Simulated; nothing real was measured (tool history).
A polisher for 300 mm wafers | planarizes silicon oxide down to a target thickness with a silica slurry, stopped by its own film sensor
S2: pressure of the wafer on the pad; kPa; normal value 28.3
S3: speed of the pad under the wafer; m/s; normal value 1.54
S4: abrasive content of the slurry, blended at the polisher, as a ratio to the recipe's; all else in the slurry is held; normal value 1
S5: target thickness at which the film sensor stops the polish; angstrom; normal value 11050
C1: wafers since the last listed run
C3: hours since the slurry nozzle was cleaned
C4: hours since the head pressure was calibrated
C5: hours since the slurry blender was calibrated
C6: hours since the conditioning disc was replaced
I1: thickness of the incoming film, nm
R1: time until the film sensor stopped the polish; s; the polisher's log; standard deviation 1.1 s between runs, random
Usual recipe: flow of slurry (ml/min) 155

{"run": 1, "hour": 0.0, "flow of slurry (ml/min)": 125, "S2": 28.3, "S3": 1.54, "S4": 1, "S5": 11050, "C1": 0, "wafers polished on this pad": 678, "C3": 488.5, "C4": 801.8, "C5": 132.1, "C6": 357.4, "I1": 1431, "R1": 91.7}
{"run": 2, "hour": 18.2, "flow of slurry (ml/min)": 125, "S2": 28.3, "S3": 1.54, "S4": 1, "S5": 11050, "C1": 125, "wafers polished on this pad": 804, "C3": 506.7, "C4": 820, "C5": 150.3, "C6": 375.6, "I1": 1407.3, "R1": 85.2}
{"run": 3, "hour": 33.1, "flow of slurry (ml/min)": 155, "S2": 28.3, "S3": 1.54, "S4": 1, "S5": 11050, "C1": 102, "wafers polished on this pad": 906, "C3": 521.6, "C4": 834.9, "C5": 165.2, "C6": 390.5, "I1": 1404.8, "R1": 79.9}
{"hour": 40.9, "done": "worn pad replaced by a new one"}
{"run": 4, "hour": 48.6, "flow of slurry (ml/min)": 155, "S2": 28.3, "S3": 1.54, "S4": 1, "S5": 11050, "C1": 79, "wafers polished on this pad": 52, "C3": 537.1, "C4": 850.4, "C5": 180.7, "C6": 406, "I1": 1407.5, "R1": 82.6}
{"run": 5, "hour": 74.9, "flow of slurry (ml/min)": 155, "S2": 28.3, "S3": 1.78, "S4": 1, "S5": 11050, "C1": 181, "wafers polished on this pad": 233, "C3": 563.4, "C4": 876.7, "C5": 207, "C6": 432.3, "I1": 1449.4, "R1": 85.8}
{"run": 6, "hour": 104.9, "flow of slurry (ml/min)": 155, "S2": 28.3, "S3": 1.54, "S4": 1, "S5": 11050, "C1": 206, "wafers polished on this pad": 440, "C3": 593.4, "C4": 906.7, "C5": 237, "C6": 462.3, "I1": 1423.1, "R1": 89}
{"hour": 121.0, "done": "slurry nozzle cleaned"}
{"run": 7, "hour": 136.1, "flow of slurry (ml/min)": 155, "S2": 28.3, "S3": 1.54, "S4": 1, "S5": 11050, "C1": 207, "wafers polished on this pad": 648, "C3": 15.1, "C4": 937.9, "C5": 268.2, "C6": 493.5, "I1": 1443.3, "R1": 96.2}
{"hour": 166.2, "done": "slurry blender recalibrated"}
{"run": 8, "hour": 167.9, "flow of slurry (ml/min)": 155, "S2": 28.3, "S3": 1.54, "S4": 1, "S5": 11050, "C1": 205, "wafers polished on this pad": 853, "C3": 46.9, "C4": 969.7, "C5": 1.7, "C6": 525.3, "I1": 1423.7, "R1": 90.4}

What does the tool deliver on the next run?
{"run": 9, "hour": 181.0, "flow of slurry (ml/min)": 155, "S2": 28.3, "S3": 1.54, "S4": 1, "S5": 11050, "C1": 90, "wafers polished on this pad": 943, "C3": 60, "C4": 982.8, "C5": 14.8, "C6": 538.4, "I1": 1441.8, "R1": "?"}

{"run 9": {"R1": 94.7}}
If the tool had no hidden condition, the same run with the same run-to-run variation would have returned R1 70.8 s.

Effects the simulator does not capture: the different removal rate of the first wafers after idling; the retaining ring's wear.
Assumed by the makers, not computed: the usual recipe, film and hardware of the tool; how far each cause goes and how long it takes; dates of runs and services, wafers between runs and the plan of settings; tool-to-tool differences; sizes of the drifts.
